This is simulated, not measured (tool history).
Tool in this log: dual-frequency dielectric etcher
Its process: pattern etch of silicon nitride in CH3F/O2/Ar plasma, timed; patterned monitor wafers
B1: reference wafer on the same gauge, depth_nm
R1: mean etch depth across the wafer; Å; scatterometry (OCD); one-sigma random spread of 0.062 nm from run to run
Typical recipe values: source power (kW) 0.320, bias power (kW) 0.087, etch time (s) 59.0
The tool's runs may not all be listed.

{"run": 1, "day": 0.0, "source power (kW)": 0.34, "bias power (kW)": 0.087, "etch time (s)": 59.0, "B1": 37.79, "R1": 412.1}
{"run": 2, "day": 1.425, "source power (kW)": 0.32, "bias power (kW)": 0.087, "etch time (s)": 59.0, "B1": 37.82, "R1": 402.5}
{"run": 3, "day": 2.233, "source power (kW)": 0.32, "bias power (kW)": 0.087, "etch time (s)": 59.0, "B1": 37.78, "R1": 401.8}
{"run": 4, "day": 2.883, "source power (kW)": 0.32, "bias power (kW)": 0.087, "etch time (s)": 59.0, "B1": 37.78, "R1": 402.1}
{"run": 5, "day": 3.429, "source power (kW)": 0.32, "bias power (kW)": 0.087, "etch time (s)": 59.0, "B1": 37.79, "R1": 400.8}
{"run": 6, "day": 4.05, "source power (kW)": 0.32, "bias power (kW)": 0.087, "etch time (s)": 59.0, "B1": 37.8, "R1": 402.0}
{"run": 7, "day": 5.054, "source power (kW)": 0.32, "bias power (kW)": 0.076, "etch time (s)": 59.0, "B1": 37.81, "R1": 384.5}
{"run": 8, "day": 6.225, "source power (kW)": 0.32, "bias power (kW)": 0.076, "etch time (s)": 59.0, "B1": 37.77, "R1": 384.4}
{"run": 9, "day": 7.521, "source power (kW)": 0.32, "bias power (kW)": 0.076, "etch time (s)": 59.0, "B1": 37.79, "R1": 385.5}
{"run": 10, "day": 8.262, "source power (kW)": 0.32, "bias power (kW)": 0.082, "etch time (s)": 54.5, "B1": 37.78, "R1": 365.1}
{"day": 8.888, "done": "source power generator calibrated"}
{"day": 9.988, "done": "gauge calibrated"}
{"run": 11, "day": 12.729, "source power (kW)": 0.32, "bias power (kW)": 0.082, "etch time (s)": 54.5, "B1": 37.81, "R1": 374.1}
{"run": 12, "day": 13.888, "source power (kW)": 0.32, "bias power (kW)": 0.087, "etch time (s)": 59.0, "B1": 37.8, "R1": 413.2}
{"day": 15.654, "done": "wet clean of the chamber"}
{"day": 16.017, "done": "upper electrode replaced"}
{"run": 13, "day": 16.038, "source power (kW)": 0.32, "bias power (kW)": 0.087, "etch time (s)": 59.0, "B1": 37.8, "R1": 406.7}
{"run": 14, "day": 16.567, "source power (kW)": 0.32, "bias power (kW)": 0.087, "etch time (s)": 59.0, "B1": 37.8, "R1": 407.5}
{"run": 15, "day": 17.075, "source power (kW)": 0.32, "bias power (kW)": 0.087, "etch time (s)": 59.0, "B1": 37.81, "R1": 407.6}
{"day": 17.721, "done": "bias power generator calibrated"}
{"run": 16, "day": 18.075, "source power (kW)": 0.32, "bias power (kW)": 0.077, "etch time (s)": 59.0, "B1": 37.8, "R1": 392.2}
{"run": 17, "day": 18.904, "source power (kW)": 0.32, "bias power (kW)": 0.087, "etch time (s)": 45.0, "B1": 37.79, "R1": 311.8}
{"run": 18, "day": 19.429, "source power (kW)": 0.26, "bias power (kW)": 0.087, "etch time (s)": 59.0, "B1": 37.81, "R1": 376.6}
{"run": 19, "day": 20.104, "source power (kW)": 0.34, "bias power (kW)": 0.087, "etch time (s)": 59.0, "B1": 37.79, "R1": 418.7}
{"run": 20, "day": 20.917, "source power (kW)": 0.32, "bias power (kW)": 0.087, "etch time (s)": 59.0, "B1": 37.78, "R1": 409.5}
{"run": 21, "day": 21.642, "source power (kW)": 0.32, "bias power (kW)": 0.096, "etch time (s)": 59.0, "B1": 37.82, "R1": 423.1}
{"run": 22, "day": 22.271, "source power (kW)": 0.36, "bias power (kW)": 0.099, "etch time (s)": 71.5, "B1": 37.83, "R1": 543.4}
{"run": 23, "day": 23.383, "source power (kW)": 0.36, "bias power (kW)": 0.1, "etch time (s)": 74.0, "B1": 37.82, "R1": 565.1}
{"run": 24, "day": 24.638, "source power (kW)": 0.32, "bias power (kW)": 0.087, "etch time (s)": 59.0, "B1": 37.78, "R1": 411.0}
{"run": 25, "day": 25.425, "source power (kW)": 0.32, "bias power (kW)": 0.082, "etch time (s)": 54.5, "B1": 37.81, "R1": 372.7}
{"run": 26, "day": 26.467, "source power (kW)": 0.37, "bias power (kW)": 0.102, "etch time (s)": 43.0, "B1": 37.81, "R1": 335.7}
{"run": 27, "day": 27.767, "source power (kW)": 0.35, "bias power (kW)": 0.099, "etch time (s)": 53.0, "B1": 37.8, "R1": 399.6}
{"run": 28, "day": 28.492, "source power (kW)": 0.4, "bias power (kW)": 0.087, "etch time (s)": 59.0, "B1": 37.8, "R1": 450.0}
{"run": 29, "day": 29.821, "source power (kW)": 0.32, "bias power (kW)": 0.087, "etch time (s)": 64.5, "B1": 37.79, "R1": 448.6}

Selected run-to-run steps in R1, each split into two signed amounts: the part the tool would show with no hidden state at all (from settings, incoming material and random variation), and the remainder, which goes to the hidden state together with any gauge scatter not common to the measured and the hidden-state-free results:
Hidden conditions of the tool in this case: etch rate over this chamber's usual, %; source power that arrives over what is set, %; bias power that arrives over what is set, %; gauge reads high (%).
Run 10 -> 11: source power generator calibrated, gauge calibrated. R1 +9.0 Å: hidden state +9.1, all else -0.1.
Run 12 -> 13: wet clean of the chamber, upper electrode replaced. R1 -6.5 Å: hidden state -5.6, all else -0.9.
Run 21 -> 22: source power (kW) 0.320 -> 0.360, bias power (kW) 0.096 -> 0.099, etch time (s) 59.0 -> 71.5. R1 +120.3 Å: hidden state +0.5, all else +119.8.
Run 23 -> 24: source power (kW) 0.360 -> 0.320, bias power (kW) 0.100 -> 0.087, etch time (s) 74.0 -> 59.0. R1 -154.1 Å: hidden state -0.3, all else -153.8.
